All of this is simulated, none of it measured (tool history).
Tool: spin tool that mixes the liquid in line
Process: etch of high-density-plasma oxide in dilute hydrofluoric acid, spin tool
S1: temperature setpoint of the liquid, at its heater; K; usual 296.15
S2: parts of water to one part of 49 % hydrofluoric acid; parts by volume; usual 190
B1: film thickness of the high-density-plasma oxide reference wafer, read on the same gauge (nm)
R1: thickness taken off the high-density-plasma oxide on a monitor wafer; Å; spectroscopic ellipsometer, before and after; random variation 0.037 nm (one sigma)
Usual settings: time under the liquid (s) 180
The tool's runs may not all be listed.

run 1 day=0.000 | S1=296.15 S2=190 time_under_the_liquid_(s)=180 | B1=29.964 | R1=48.92
run 2 day=0.800 | S1=296.15 S2=190 time_under_the_liquid_(s)=180 | B1=30.004 | R1=48.45
run 3 day=1.867 | S1=296.15 S2=190 time_under_the_liquid_(s)=180 | B1=30.021 | R1=49.21
run 4 day=2.900 | S1=296.15 S2=190 time_under_the_liquid_(s)=180 | B1=29.973 | R1=48.21
run 5 day=4.867 | S1=296.15 S2=190 time_under_the_liquid_(s)=180 | B1=30.002 | R1=47.85
run 6 day=7.212 | S1=296.15 S2=190 time_under_the_liquid_(s)=180 | B1=29.989 | R1=48.22
run 7 day=8.108 | S1=296.15 S2=190 time_under_the_liquid_(s)=180 | B1=30.026 | R1=48.47
run 8 day=9.000 | S1=296.15 S2=190 time_under_the_liquid_(s)=180 | B1=30.026 | R1=47.98
run 9 day=9.504 | S1=293.65 S2=160 time_under_the_liquid_(s)=180 | B1=29.974 | R1=53.76
run 10 day=10.175 | S1=296.15 S2=190 time_under_the_liquid_(s)=180 | B1=29.981 | R1=47.65
-- day=10.304 gauge calibrated
run 11 day=10.717 | S1=296.15 S2=190 time_under_the_liquid_(s)=180 | B1=29.977 | R1=47.87
run 12 day=12.004 | S1=296.15 S2=190 time_under_the_liquid_(s)=180 | B1=29.993 | R1=47.52
run 13 day=13.425 | S1=296.15 S2=240 time_under_the_liquid_(s)=180 | B1=30.005 | R1=35.74
-- day=14.142 thermometer replaced
-- day=14.288 hydrofluoric acid flow meter replaced
run 14 day=14.738 | S1=296.15 S2=190 time_under_the_liquid_(s)=225 | B1=29.980 | R1=63.31
run 15 day=15.567 | S1=296.15 S2=230 time_under_the_liquid_(s)=180 | B1=29.995 | R1=40.04
run 16 day=16.971 | S1=296.15 S2=165 time_under_the_liquid_(s)=180 | B1=29.980 | R1=59.36
run 17 day=17.704 | S1=296.15 S2=190 time_under_the_liquid_(s)=180 | B1=30.001 | R1=49.45
run 18 day=18.808 | S1=297.65 S2=100 time_under_the_liquid_(s)=180 | B1=30.005 | R1=112.04
run 19 day=19.942 | S1=300.65 S2=255 time_under_the_liquid_(s)=225 | B1=29.995 | R1=50.69

Some steps in R1 between neighbouring runs. How much of each would the tool show without its hidden state too (settings, what came in, random variation), and how much is left for the hidden state, with any gauge scatter that isn't in both results?
The hidden state here: liquid hotter than its thermometer reads (K); hydrofluoric acid flow below the setpoint (%); gauge reads high (%).
Run 13 -> 14: S2 240 -> 190, time under the liquid (s) 180 -> 225, thermometer replaced, hydrofluoric acid flow meter replaced. R1 +27.57 Å: hidden state +1.83, all else +25.74.
Run 17 -> 18: S1 296.15 -> 297.65, S2 190 -> 100. R1 +62.59 Å: hidden state -1.42, all else +64.01.
